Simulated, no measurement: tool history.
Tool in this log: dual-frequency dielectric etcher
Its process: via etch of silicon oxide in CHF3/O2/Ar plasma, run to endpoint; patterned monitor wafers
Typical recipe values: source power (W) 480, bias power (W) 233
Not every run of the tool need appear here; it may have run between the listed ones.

| run | hour | source power (W) | bias power (W) | wafers since the last listed run | hours since the last wet clean | hours since the last source power generator calibration | hours since the last bias power generator calibration | hours since the last upper electrode change | incoming incoming film thickness, nm | endpoint time (s) |
|---|---|---|---|---|---|---|---|---|---|---|
| 1 | 0.0 | 480 | 233 | 0 | 223.5 | 1531.2 | 4464.9 | 2108.0 | 599.0 | 279.5 |
| 2 | 66.0 | 480 | 233 | 267 | 289.5 | 1597.2 | 4530.9 | 2174.0 | 594.9 | 278.4 |
| 3 | 101.4 | 480 | 233 | 143 | 324.9 | 1632.6 | 4566.3 | 2209.4 | 603.0 | 281.9 |
| 4 | 158.4 | 480 | 233 | 231 | 381.9 | 1689.6 | 4623.3 | 2266.4 | 595.9 | 281.2 |
| 5 | 227.2 | 480 | 233 | 279 | 450.7 | 1758.4 | 4692.1 | 2335.2 | 601.1 | 283.4 |
| 6 | 266.8 | 480 | 233 | 160 | 490.3 | 1798.0 | 4731.7 | 2374.8 | 597.5 | 284.9 |
|  | 292.5 | wet clean of the chamber |
|  | 302.0 | bias power generator calibrated |
| 7 | 338.7 | 510 | 268 | 178 | 46.2 | 1869.9 | 36.7 | 2446.7 | 595.3 | 256.7 |
|  | 366.9 | upper electrode replaced |
| 8 | 408.0 | 480 | 233 | 183 | 115.5 | 1939.2 | 106.0 | 41.1 | 597.7 | 280.5 |
| 9 | 445.5 | 400 | 277 | 152 | 153.0 | 1976.7 | 143.5 | 78.6 | 603.0 | 277.0 |
| 10 | 495.9 | 570 | 218 | 204 | 203.4 | 2027.1 | 193.9 | 129.0 | 593.5 | 272.2 |
| 11 | 562.9 | 480 | 233 | 271 | 270.4 | 2094.1 | 260.9 | 196.0 | 599.6 | 283.8 |
| 12 | 611.7 | 420 | 233 | 197 | 319.2 | 2142.9 | 309.7 | 244.8 | 598.2 | 295.5 |
|  | 618.1 | source power generator calibrated |
| 13 | 639.4 | 480 | 233 | 96 | 346.9 | 21.3 | 337.4 | 272.5 | 598.7 | 283.9 |
| 14 | 704.0 | 440 | 194 | 261 | 411.5 | 85.9 | 402.0 | 337.1 | 598.7 | 315.8 |
| 15 | 768.9 | 480 | 233 | 263 | 476.4 | 150.8 | 466.9 | 402.0 | 600.3 | 285.7 |
| 16 | 801.9 | 430 | 183 | 133 | 509.4 | 183.8 | 499.9 | 435.0 | 601.6 | 327.4 |

Below, some changes in endpoint time (s) between adjacent runs. For each, the amount present without the hidden state too (settings, incoming material, random variation) and the amount remaining for the hidden state with gauge scatter not shared by both compared results:
What the log doesn't record here: etch rate over this chamber's usual, %; source power that arrives over what is set, %; bias power that arrives over what is set, %.
Run 6 -> 7: source power (W) 480 -> 510, bias power (W) 233 -> 268, wet clean of the chamber, bias power generator calibrated. endpoint time (s) -28.2: hidden state -3.7, all else -24.5.
Run 15 -> 16: source power (W) 480 -> 430, bias power (W) 233 -> 183. endpoint time (s) +41.7: hidden state +1.6, all else +40.1.

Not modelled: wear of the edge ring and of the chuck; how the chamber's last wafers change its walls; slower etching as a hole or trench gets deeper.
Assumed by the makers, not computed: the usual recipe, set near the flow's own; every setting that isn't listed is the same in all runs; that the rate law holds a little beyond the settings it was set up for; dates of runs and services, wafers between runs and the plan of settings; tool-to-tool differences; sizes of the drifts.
